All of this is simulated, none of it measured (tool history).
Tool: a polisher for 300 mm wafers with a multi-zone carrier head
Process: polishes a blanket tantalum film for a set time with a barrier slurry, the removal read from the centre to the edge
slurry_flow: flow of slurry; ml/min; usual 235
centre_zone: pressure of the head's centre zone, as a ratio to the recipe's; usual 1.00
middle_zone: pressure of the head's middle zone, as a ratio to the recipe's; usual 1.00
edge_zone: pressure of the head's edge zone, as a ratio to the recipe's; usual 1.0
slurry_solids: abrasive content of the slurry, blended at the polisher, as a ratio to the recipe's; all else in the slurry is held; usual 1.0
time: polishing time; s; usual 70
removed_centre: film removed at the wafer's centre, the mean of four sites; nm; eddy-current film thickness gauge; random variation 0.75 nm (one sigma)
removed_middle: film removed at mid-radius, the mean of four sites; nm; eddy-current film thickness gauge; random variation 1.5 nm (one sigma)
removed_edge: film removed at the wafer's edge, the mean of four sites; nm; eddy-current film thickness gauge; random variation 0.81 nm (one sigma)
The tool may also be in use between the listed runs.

run   hour  slurry_flow  centre_zone  middle_zone  edge_zone  slurry_solids  time  wafers since the last listed run  wafers polished on this pad  hours since the slurry nozzle was cleaned  hours since the centre zone pressure was calibrated  hours since the edge zone pressure was calibrated  hours since the carrier head's membrane was replaced  incoming thickness of the incoming film, nm  removed_centre  removed_middle  removed_edge
  1    0.0          235         1.08         1.00        1.0            1.0    82                                 0                          719                                       17.5                                                774.8                                               29.6                                                  99.1                                        358.4           124.6           116.8         122.3
  2   26.7          300         1.00         1.00        1.0            1.0    52                               199                          919                                       44.2                                                801.5                                               56.3                                                 125.8                                        362.4            75.1            76.7          78.1
  3   33.2          235         0.89         1.00        1.0            1.0    70                                48                          967                                       50.7                                                808.0                                               62.8                                                 132.3                                        353.7            86.2           100.2         104.0
      45.1  -- worn pad replaced by a new one
  4   46.8          190         1.00         1.00        1.0            1.0    70                                71                           12                                       64.3                                                821.6                                               76.4                                                 145.9                                        355.1            99.4            99.2         107.1
  5   54.9          235         1.00         1.00        1.0            1.0    70                                60                           73                                       72.4                                                829.7                                               84.5                                                 154.0                                        360.0           102.4           103.1         107.2
      81.3  -- centre zone pressure recalibrated
  6   91.1          235         1.00         1.00        1.0            1.0    70                               255                          329                                      108.6                                                  9.8                                              120.7                                                 190.2                                        363.1           105.5           102.7         106.4
  7  106.6          235         1.00         1.00        1.0            1.0    70                               116                          445                                      124.1                                                 25.3                                              136.2                                                 205.7                                        362.6           105.8           101.9         107.3
  8  120.4          235         1.00         1.00        1.0            1.0    79                               103                          548                                      137.9                                                 39.1                                              150.0                                                 219.5                                        355.8           118.0           114.5         117.9
  9  137.7          235         1.00         1.00        1.0            1.0    70                               129                          678                                      155.2                                                 56.4                                              167.3                                                 236.8                                        363.4           105.0           100.7         106.1
 10  146.1          235         1.00         1.00        1.0            0.7    77                                62                          740                                      163.6                                                 64.8                                              175.7                                                 245.2                                        361.1           103.9           100.2         104.4
 11  155.8          235         1.00         1.00        1.0            1.0    70                                72                          813                                      173.3                                                 74.5                                              185.4                                                 254.9                                        356.4           103.9           102.2         104.9
 12  195.9          180         1.00         1.00        1.0            1.2    70                               300                         1113                                      213.4                                                114.6                                              225.5                                                 295.0                                        359.7           102.4            99.9         105.6
     202.2  -- worn pad replaced by a new one
 13  207.6          210         1.00         0.90        1.0            0.8    51                                57                           40                                      225.1                                                126.3                                              237.2                                                 306.7                                        355.0            72.9            63.9          73.5
 14  222.7          235         1.00         1.00        1.0            1.0    70                               113                          153                                      240.2                                                141.4                                              252.3                                                 321.8                                        351.6           105.9           102.4         108.9
 15  228.8          235         1.00         1.00        1.0            1.0    70                                45                          198                                      246.3                                                147.5                                              258.4                                                 327.9                                        360.5           106.5           103.6         106.9
 16  241.6          235         1.00         0.94        1.0            1.0    70                                95                          294                                      259.1                                                160.3                                              271.2                                                 340.7                                        359.4           104.7            97.9         105.7
 17  255.4          210         1.04         1.00        1.0            1.0    81                               103                          398                                      272.9                                                174.1                                              285.0                                                 354.5                                        351.8           124.9           115.6         121.7
 18  265.5          185         1.00         1.00        0.9            1.0    70                                75                          473                                      283.0                                                184.2                                              295.1                                                 364.6                                        361.6           101.9            97.4          98.9
 19  281.3          235         1.00         1.09        1.0            1.0    63                               118                          591                                      298.8                                                200.0                                              310.9                                                 380.4                                        355.6            94.6           100.2          94.3
 20  296.7          175         1.10         0.92        1.0            1.0    70                               115                          707                                      314.2                                                215.4                                              326.3                                                 395.8                                        359.3           109.2            90.8         100.9
 21  314.0          235         1.00         1.00        1.0            1.0    70                               129                          836                                      331.5                                                232.7                                              343.6                                                 413.1                                        359.0           103.4           100.6         104.8
 22  320.7          235         1.00         0.97        1.0            1.0    70                                50                          886                                      338.2                                                239.4                                              350.3                                                 419.8                                        353.4           102.2            97.7         103.6
 23  332.7          235         1.00         1.00        1.0            1.0    70                                89                          976                                      350.2                                                251.4                                              362.3                                                 431.8                                        359.9           102.9            99.8         103.0

Hidden state at the last listed run before each entry between runs and at the first one after, where it differs:
Between runs 3 and 4: worn pad replaced by a new one (hour 45.1)
  removal rate lost through wear of the pad, %: 4.73 -> 0.238; deviation of the centre zone's pressure from its setpoint, %: -3.91 -> -4.05
  measured less the result without the state, removed_centre: -8.0 -> -4.5 nm; removed_middle: -5.0 -> -0.2 nm; removed_edge: -5.1 -> -0.2 nm
Between runs 5 and 6: centre zone pressure recalibrated (hour 81.3)
  removal rate lost through wear of the pad, %: 0.471 -> 1.51; deviation of the centre zone's pressure from its setpoint, %: -4.14 -> 0.176
  measured less the result without the state, removed_centre: -5.0 -> -1.4 nm; removed_middle: -0.4 -> -1.6 nm; removed_edge: -0.5 -> -1.7 nm
Between runs 12 and 13: worn pad replaced by a new one (hour 202.2)
  removal rate lost through wear of the pad, %: 4.52 -> 0.265; deviation of the centre zone's pressure from its setpoint, %: 0.0902 -> 0.0717
  measured less the result without the state, removed_centre: -4.7 -> -0.1 nm; removed_middle: -4.8 -> -0.1 nm; removed_edge: -5.0 -> -0.2 nm
